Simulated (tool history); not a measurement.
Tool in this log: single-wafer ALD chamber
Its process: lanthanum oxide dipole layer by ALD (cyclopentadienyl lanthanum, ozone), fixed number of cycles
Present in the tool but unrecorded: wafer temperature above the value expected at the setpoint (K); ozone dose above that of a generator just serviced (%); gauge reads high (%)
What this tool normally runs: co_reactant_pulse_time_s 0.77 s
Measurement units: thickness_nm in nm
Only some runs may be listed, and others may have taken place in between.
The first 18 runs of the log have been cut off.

run,hour,co_reactant_pulse_time_s,wafers since the last listed run,hours since the last thermocouple change,hours since the last ozone generator service,hours since the showerhead was replaced,hours since the gauge calibration,"read-back reference wafer on the same gauge, thickness_nm",thickness_nm
19,233.7,0.77,140,3192.8,18.9,57.3,262.5,0.450,0.366
# hour 243.6: thermocouple changed; heater temperature recalibrated
20,244.1,0.69,48,0.5,29.3,67.7,272.9,0.449,0.352
21,251.0,0.50,138,7.4,36.2,74.6,279.8,0.448,0.307
# hour 265.0: gauge calibrated
# hour 270.3: ozone generator serviced, repeated, since the last time left the tool worse
22,270.8,0.60,237,27.2,0.5,94.4,5.8,0.450,0.421
23,276.9,0.95,122,33.3,6.6,100.5,11.9,0.449,0.483
24,289.1,0.50,245,45.5,18.8,112.7,24.1,0.449,0.397
25,302.9,0.77,277,59.3,32.6,126.5,37.9,0.450,0.449
26,315.7,0.90,257,72.1,45.4,139.3,50.7,0.449,0.473
27,322.1,0.48,128,78.5,51.8,145.7,57.1,0.449,0.385
28,330.9,1.00,177,87.3,60.6,154.5,65.9,0.448,0.491
29,340.9,0.77,201,97.3,70.6,164.5,75.9,0.448,0.450
30,351.4,0.57,211,107.8,81.1,175.0,86.4,0.448,0.411
31,358.5,0.77,142,114.9,88.2,182.1,93.5,0.451,0.452

What if the next run were any one of these 3? Each begins from the tool's condition after run 31:
A,358.9,0.67,8,115.3,88.6,182.5,93.9,?,?
B,358.9,1.05,8,115.3,88.6,182.5,93.9,?,?
C,358.9,0.55,8,115.3,88.6,182.5,93.9,?,?

run,"read-back reference wafer on the same gauge, thickness_nm",thickness_nm
A,0.450,0.433
B,0.450,0.494
C,0.450,0.405
Stripped of hidden state, with their random variation kept, the same runs would have yielded:
run,thickness_nm
A,0.433
B,0.494
C,0.406
